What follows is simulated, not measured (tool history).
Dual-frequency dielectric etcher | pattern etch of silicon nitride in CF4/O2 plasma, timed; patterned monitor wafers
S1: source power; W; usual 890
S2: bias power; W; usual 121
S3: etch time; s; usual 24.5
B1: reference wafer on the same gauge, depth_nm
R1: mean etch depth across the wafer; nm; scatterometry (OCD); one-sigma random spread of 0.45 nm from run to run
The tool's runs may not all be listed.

| run | day | S1 | S2 | S3 | B1 | R1 |
|---|---|---|---|---|---|---|
| 1 | 0.000 | 890 | 121 | 24.5 | 70.5 | 76.6 |
|  | 3.017 | wet clean of the chamber |
| 2 | 3.038 | 890 | 121 | 24.5 | 70.4 | 71.8 |
| 3 | 5.667 | 890 | 121 | 24.5 | 70.4 | 71.1 |
| 4 | 8.438 | 740 | 100 | 24.5 | 70.5 | 57.4 |
| 5 | 10.162 | 740 | 100 | 24.5 | 70.4 | 57.3 |
| 6 | 11.217 | 950 | 121 | 24.5 | 70.5 | 77.4 |
| 7 | 13.592 | 950 | 121 | 24.5 | 70.5 | 78.1 |
| 8 | 16.167 | 740 | 100 | 24.5 | 70.4 | 58.0 |
| 9 | 17.308 | 950 | 121 | 19.5 | 70.5 | 62.2 |
|  | 18.546 | gauge calibrated |
| 10 | 19.429 | 770 | 148 | 27.5 | 70.5 | 73.4 |
| 11 | 22.246 | 770 | 148 | 27.5 | 70.3 | 73.5 |
| 12 | 23.442 | 890 | 121 | 24.5 | 70.5 | 74.4 |
|  | 25.442 | upper electrode replaced |
| 13 | 26.204 | 890 | 121 | 24.5 | 70.5 | 73.1 |
|  | 27.662 | wet clean of the chamber |
| 14 | 28.288 | 890 | 121 | 21.5 | 70.5 | 62.4 |
| 15 | 30.300 | 800 | 104 | 30.5 | 70.6 | 77.5 |
| 16 | 31.679 | 810 | 134 | 30.5 | 70.6 | 83.1 |
| 17 | 32.788 | 740 | 135 | 32.0 | 70.6 | 79.1 |
| 18 | 34.754 | 680 | 133 | 29.5 | 70.5 | 65.3 |
| 19 | 36.958 | 890 | 121 | 18.0 | 70.6 | 52.8 |
|  | 38.850 | bias power generator calibrated |
| 20 | 39.458 | 890 | 121 | 24.5 | 70.5 | 73.0 |
| 21 | 42.383 | 890 | 129 | 28.0 | 70.4 | 83.4 |
| 22 | 44.375 | 700 | 107 | 20.0 | 70.6 | 44.7 |
| 23 | 46.592 | 890 | 121 | 24.5 | 70.5 | 72.5 |
| 24 | 49.042 | 1050 | 149 | 24.5 | 70.6 | 90.5 |
|  | 51.483 | wet clean of the chamber |
| 25 | 51.504 | 890 | 121 | 24.5 | 70.4 | 70.8 |
| 26 | 52.896 | 1000 | 121 | 24.5 | 70.5 | 80.1 |
| 27 | 55.504 | 1030 | 131 | 22.5 | 70.6 | 76.1 |
| 28 | 56.983 | 1110 | 121 | 24.5 | 70.5 | 88.5 |
| 29 | 58.967 | 890 | 121 | 24.5 | 70.5 | 71.1 |

5 ways to go on from here, each from the tool as it stands after run 29. What would each give?
| A | 58.983 | 890 | 121 | 24.5 | ? | ? |
| B | 58.983 | 890 | 146 | 24.5 | ? | ? |
| C | 58.983 | 810 | 101 | 19.0 | ? | ? |
| D | 58.983 | 740 | 121 | 24.5 | ? | ? |
| E | 58.983 | 1060 | 138 | 24.5 | ? | ? |

| run | B1 | R1 |
|---|---|---|
| A | 70.6 | 70.3 |
| B | 70.6 | 73.2 |
| C | 70.6 | 47.6 |
| D | 70.6 | 57.6 |
| E | 70.6 | 86.8 |
With the hidden condition removed and each run's random variation left untouched, the same runs would have given:
| run | R1 |
|---|---|
| A | 72.0 |
| B | 74.9 |
| C | 48.7 |
| D | 59.0 |
| E | 88.8 |

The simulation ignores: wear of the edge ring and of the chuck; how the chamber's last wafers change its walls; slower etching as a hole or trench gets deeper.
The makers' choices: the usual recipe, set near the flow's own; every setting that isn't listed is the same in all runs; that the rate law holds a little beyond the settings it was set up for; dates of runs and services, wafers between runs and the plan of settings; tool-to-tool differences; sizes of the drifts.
